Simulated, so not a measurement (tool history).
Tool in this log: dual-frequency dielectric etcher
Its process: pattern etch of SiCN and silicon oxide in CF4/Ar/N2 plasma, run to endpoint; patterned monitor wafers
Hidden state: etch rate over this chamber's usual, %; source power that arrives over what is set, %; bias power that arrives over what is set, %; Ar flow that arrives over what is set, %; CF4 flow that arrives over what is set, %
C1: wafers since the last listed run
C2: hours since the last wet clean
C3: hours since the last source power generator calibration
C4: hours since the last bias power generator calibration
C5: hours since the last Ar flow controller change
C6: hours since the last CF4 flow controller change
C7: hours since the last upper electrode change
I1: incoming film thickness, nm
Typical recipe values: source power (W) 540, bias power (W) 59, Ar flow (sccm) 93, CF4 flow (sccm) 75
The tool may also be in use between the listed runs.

run 1 hour=0.0 | source_power_(W)=540 bias_power_(W)=59 Ar_flow_(sccm)=93 CF4_flow_(sccm)=75 | C1=0 C2=295.6 C3=2308.8 C4=3802.5 C5=4669.8 C6=4046.2 C7=4802.3 | I1=12.61 | endpoint_time_(s)=15.0
run 2 hour=6.0 | source_power_(W)=460 bias_power_(W)=59 Ar_flow_(sccm)=93 CF4_flow_(sccm)=75 | C1=50 C2=301.6 C3=2314.8 C4=3808.5 C5=4675.8 C6=4052.2 C7=4808.3 | I1=12.51 | endpoint_time_(s)=17.9
run 3 hour=54.3 | source_power_(W)=460 bias_power_(W)=59 Ar_flow_(sccm)=93 CF4_flow_(sccm)=75 | C1=406 C2=349.9 C3=2363.1 C4=3856.8 C5=4724.1 C6=4100.5 C7=4856.6 | I1=12.45 | endpoint_time_(s)=17.9
run 4 hour=62.6 | source_power_(W)=540 bias_power_(W)=65 Ar_flow_(sccm)=93 CF4_flow_(sccm)=75 | C1=69 C2=358.2 C3=2371.4 C4=3865.1 C5=4732.4 C6=4108.8 C7=4864.9 | I1=12.55 | endpoint_time_(s)=14.4
-- hour=69.8 CF4 flow controller replaced
-- hour=86.7 upper electrode replaced
run 5 hour=87.2 | source_power_(W)=540 bias_power_(W)=59 Ar_flow_(sccm)=93 CF4_flow_(sccm)=75 | C1=13 C2=382.8 C3=2396.0 C4=3889.7 C5=4757.0 C6=17.4 C7=0.5 | I1=12.53 | endpoint_time_(s)=14.9
run 6 hour=91.3 | source_power_(W)=540 bias_power_(W)=59 Ar_flow_(sccm)=114 CF4_flow_(sccm)=63 | C1=34 C2=386.9 C3=2400.1 C4=3893.8 C5=4761.1 C6=21.5 C7=4.6 | I1=12.46 | endpoint_time_(s)=16.0
-- hour=100.5 Ar flow controller replaced
-- hour=116.3 wet clean of the chamber
run 7 hour=116.8 | source_power_(W)=540 bias_power_(W)=59 Ar_flow_(sccm)=103 CF4_flow_(sccm)=67 | C1=31 C2=0.5 C3=2425.6 C4=3919.3 C5=16.3 C6=47.0 C7=30.1 | I1=12.49 | endpoint_time_(s)=16.2
run 8 hour=122.8 | source_power_(W)=540 bias_power_(W)=59 Ar_flow_(sccm)=93 CF4_flow_(sccm)=89 | C1=50 C2=6.5 C3=2431.6 C4=3925.3 C5=22.3 C6=53.0 C7=36.1 | I1=12.48 | endpoint_time_(s)=14.8
run 9 hour=136.8 | source_power_(W)=540 bias_power_(W)=59 Ar_flow_(sccm)=93 CF4_flow_(sccm)=75 | C1=117 C2=20.5 C3=2445.6 C4=3939.3 C5=36.3 C6=67.0 C7=50.1 | I1=12.45 | endpoint_time_(s)=15.3
-- hour=146.9 source power generator calibrated
run 10 hour=147.4 | source_power_(W)=540 bias_power_(W)=49 Ar_flow_(sccm)=93 CF4_flow_(sccm)=75 | C1=55 C2=31.1 C3=0.5 C4=3949.9 C5=46.9 C6=77.6 C7=60.7 | I1=12.43 | endpoint_time_(s)=16.1
run 11 hour=159.6 | source_power_(W)=540 bias_power_(W)=49 Ar_flow_(sccm)=93 CF4_flow_(sccm)=75 | C1=102 C2=43.3 C3=12.7 C4=3962.1 C5=59.1 C6=89.8 C7=72.9 | I1=12.43 | endpoint_time_(s)=16.3
run 12 hour=171.5 | source_power_(W)=660 bias_power_(W)=59 Ar_flow_(sccm)=93 CF4_flow_(sccm)=86 | C1=100 C2=55.2 C3=24.6 C4=3974.0 C5=71.0 C6=101.7 C7=84.8 | I1=12.46 | endpoint_time_(s)=12.1
-- hour=182.2 bias power generator calibrated
run 13 hour=182.7 | source_power_(W)=470 bias_power_(W)=59 Ar_flow_(sccm)=93 CF4_flow_(sccm)=81 | C1=60 C2=66.4 C3=35.8 C4=0.5 C5=82.2 C6=112.9 C7=96.0 | I1=12.46 | endpoint_time_(s)=17.9
run 14 hour=191.4 | source_power_(W)=540 bias_power_(W)=59 Ar_flow_(sccm)=93 CF4_flow_(sccm)=75 | C1=73 C2=75.1 C3=44.5 C4=9.2 C5=90.9 C6=121.6 C7=104.7 | I1=12.46 | endpoint_time_(s)=15.5
-- hour=222.4 wet clean of the chamber, repeated, since the last time left the tool worse
run 15 hour=222.9 | source_power_(W)=540 bias_power_(W)=59 Ar_flow_(sccm)=93 CF4_flow_(sccm)=75 | C1=63 C2=0.5 C3=76.0 C4=40.7 C5=122.4 C6=153.1 C7=136.2 | I1=12.45 | endpoint_time_(s)=14.3
run 16 hour=223.2 | source_power_(W)=540 bias_power_(W)=59 Ar_flow_(sccm)=93 CF4_flow_(sccm)=93 | C1=2 C2=0.8 C3=76.3 C4=41.0 C5=122.7 C6=153.4 C7=136.5 | I1=12.45 | endpoint_time_(s)=13.9
run 17 hour=230.2 | source_power_(W)=400 bias_power_(W)=59 Ar_flow_(sccm)=93 CF4_flow_(sccm)=86 | C1=58 C2=7.8 C3=83.3 C4=48.0 C5=129.7 C6=160.4 C7=143.5 | I1=12.52 | endpoint_time_(s)=20.3
run 18 hour=245.8 | source_power_(W)=450 bias_power_(W)=59 Ar_flow_(sccm)=100 CF4_flow_(sccm)=75 | C1=131 C2=23.4 C3=98.9 C4=63.6 C5=145.3 C6=176.0 C7=159.1 | I1=12.60 | endpoint_time_(s)=18.3
run 19 hour=256.1 | source_power_(W)=540 bias_power_(W)=59 Ar_flow_(sccm)=93 CF4_flow_(sccm)=91 | C1=86 C2=33.7 C3=109.2 C4=73.9 C5=155.6 C6=186.3 C7=169.4 | I1=12.44 | endpoint_time_(s)=14.0
run 20 hour=271.7 | source_power_(W)=540 bias_power_(W)=59 Ar_flow_(sccm)=93 CF4_flow_(sccm)=75 | C1=131 C2=49.3 C3=124.8 C4=89.5 C5=171.2 C6=201.9 C7=185.0 | I1=12.59 | endpoint_time_(s)=14.6
run 21 hour=285.0 | source_power_(W)=640 bias_power_(W)=59 Ar_flow_(sccm)=93 CF4_flow_(sccm)=84 | C1=111 C2=62.6 C3=138.1 C4=102.8 C5=184.5 C6=215.2 C7=198.3 | I1=12.47 | endpoint_time_(s)=11.8
run 22 hour=291.8 | source_power_(W)=650 bias_power_(W)=59 Ar_flow_(sccm)=115 CF4_flow_(sccm)=59 | C1=57 C2=69.4 C3=144.9 C4=109.6 C5=191.3 C6=222.0 C7=205.1 | I1=12.40 | endpoint_time_(s)=12.7
run 23 hour=307.4 | source_power_(W)=540 bias_power_(W)=59 Ar_flow_(sccm)=83 CF4_flow_(sccm)=75 | C1=131 C2=85.0 C3=160.5 C4=125.2 C5=206.9 C6=237.6 C7=220.7 | I1=12.50 | endpoint_time_(s)=14.2

Alternative continuations, all from the tool just after run 23; predict every row:
run A hour=307.8 | source_power_(W)=540 bias_power_(W)=59 Ar_flow_(sccm)=93 CF4_flow_(sccm)=75 | C1=3 C2=85.4 C3=160.9 C4=125.6 C5=207.3 C6=238.0 C7=221.1 | I1=12.38 | endpoint_time_(s)=?
run B hour=307.8 | source_power_(W)=540 bias_power_(W)=59 Ar_flow_(sccm)=113 CF4_flow_(sccm)=89 | C1=3 C2=85.4 C3=160.9 C4=125.6 C5=207.3 C6=238.0 C7=221.1 | I1=12.38 | endpoint_time_(s)=?
run C hour=307.8 | source_power_(W)=450 bias_power_(W)=59 Ar_flow_(sccm)=106 CF4_flow_(sccm)=57 | C1=3 C2=85.4 C3=160.9 C4=125.6 C5=207.3 C6=238.0 C7=221.1 | I1=12.38 | endpoint_time_(s)=?
run D hour=307.8 | source_power_(W)=610 bias_power_(W)=70 Ar_flow_(sccm)=93 CF4_flow_(sccm)=75 | C1=3 C2=85.4 C3=160.9 C4=125.6 C5=207.3 C6=238.0 C7=221.1 | I1=12.38 | endpoint_time_(s)=?
run E hour=307.8 | source_power_(W)=650 bias_power_(W)=46 Ar_flow_(sccm)=93 CF4_flow_(sccm)=75 | C1=3 C2=85.4 C3=160.9 C4=125.6 C5=207.3 C6=238.0 C7=221.1 | I1=12.38 | endpoint_time_(s)=?

run=A endpoint_time_(s)=14.5
run=B endpoint_time_(s)=14.7
run=C endpoint_time_(s)=19.3
run=D endpoint_time_(s)=12.0
run=E endpoint_time_(s)=12.8
Without the tool's hidden state the same runs would have given:
run=A endpoint_time_(s)=14.4
run=B endpoint_time_(s)=14.6
run=C endpoint_time_(s)=19.1
run=D endpoint_time_(s)=11.9
run=E endpoint_time_(s)=12.7
